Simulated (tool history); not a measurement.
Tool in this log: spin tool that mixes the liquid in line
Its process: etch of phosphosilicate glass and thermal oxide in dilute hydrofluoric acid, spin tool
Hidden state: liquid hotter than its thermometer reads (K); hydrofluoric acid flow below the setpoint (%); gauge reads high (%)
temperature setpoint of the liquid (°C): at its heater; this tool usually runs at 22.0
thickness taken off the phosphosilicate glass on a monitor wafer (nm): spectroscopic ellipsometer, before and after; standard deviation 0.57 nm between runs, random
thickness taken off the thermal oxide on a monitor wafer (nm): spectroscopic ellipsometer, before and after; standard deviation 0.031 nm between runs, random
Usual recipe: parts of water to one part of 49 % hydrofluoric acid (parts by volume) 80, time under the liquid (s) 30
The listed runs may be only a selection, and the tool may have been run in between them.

run	day	temperature setpoint of the liquid (°C)	parts of water to one part of 49 % hydrofluoric acid (parts by volume)	time under the liquid (s)	wafers since the last listed run	hours since the thermometer was replaced	hours since the hydrofluoric acid flow meter was replaced	hours since the gauge calibration	read-back film thickness of the phosphosilicate glass reference wafer, read on the same gauge (nm)	read-back film thickness of the thermal oxide reference wafer, read on the same gauge (nm)	thickness taken off the phosphosilicate glass on a monitor wafer (nm)	thickness taken off the thermal oxide on a monitor wafer (nm)
1	0.000	22.0	80	30	0	585.2	1600.8	183.9	40.00	70.005	60.05	1.517
2	2.879	22.0	80	30	1347	654.3	1669.9	253.0	39.99	70.028	60.62	1.536
3	4.450	22.0	80	30	734	692.0	1707.6	290.7	40.00	69.999	60.38	1.536
4	6.521	22.0	80	30	968	741.7	1757.3	340.4	40.02	69.998	61.24	1.556
5	8.842	22.0	80	30	1085	797.4	1813.0	396.1	40.01	70.006	60.83	1.546
6	11.400	22.0	80	20	1196	858.8	1874.4	457.5	40.01	70.000	41.57	0.984
7	14.329	22.0	80	40	1370	929.1	1944.7	527.8	40.00	70.008	82.40	2.015
8	15.942	24.0	50	30	754	967.8	1983.4	566.5	40.00	69.994	111.97	2.812
9	22.179	22.0	80	30	2918	1117.5	2133.1	716.2	40.00	70.017	61.42	1.540
10	23.946	19.5	95	30	826	1159.9	2175.5	758.6	40.00	70.010	45.33	1.172
11	26.000	19.5	65	45	961	1209.2	2224.8	807.9	39.99	69.997	103.82	2.599
# day 27.804: thermometer replaced
# day 28.750: gauge calibrated
# day 31.025: hydrofluoric acid flow meter replaced
12	34.908	19.0	80	30	4128	170.5	93.2	147.8	40.00	69.998	56.48	1.428
13	36.062	22.0	45	30	539	198.2	120.9	175.5	39.99	69.969	117.41	3.011
14	37.896	22.0	55	50	857	242.2	164.9	219.5	40.00	70.012	161.26	4.152
15	40.642	20.5	55	45	1284	308.1	230.8	285.4	40.02	69.982	136.84	3.497

Forecast each of these 5 alternatives for the next run:
A	40.658	24.0	80	30	7	308.5	231.2	285.8	?	?	?	?
B	40.658	22.0	80	15	7	308.5	231.2	285.8	?	?	?	?
C	40.658	24.5	65	20	7	308.5	231.2	285.8	?	?	?	?
D	40.658	24.5	80	30	7	308.5	231.2	285.8	?	?	?	?
E	40.658	26.5	90	45	7	308.5	231.2	285.8	?	?	?	?

run	read-back film thickness of the phosphosilicate glass reference wafer, read on the same gauge (nm)	read-back film thickness of the thermal oxide reference wafer, read on the same gauge (nm)	thickness taken off the phosphosilicate glass on a monitor wafer (nm)	thickness taken off the thermal oxide on a monitor wafer (nm)
A	40.01	70.000	70.65	1.798
B	40.01	70.000	32.59	0.830
C	40.01	70.000	60.35	1.536
D	40.01	70.000	72.06	1.834
E	40.01	70.000	102.50	2.609
With the hidden condition removed and each run's random variation left untouched, the same runs would have given:
run	thickness taken off the phosphosilicate glass on a monitor wafer (nm)	thickness taken off the thermal oxide on a monitor wafer (nm)
A	71.08	1.809
B	32.77	0.834
C	60.67	1.544
D	72.52	1.846
E	103.29	2.629
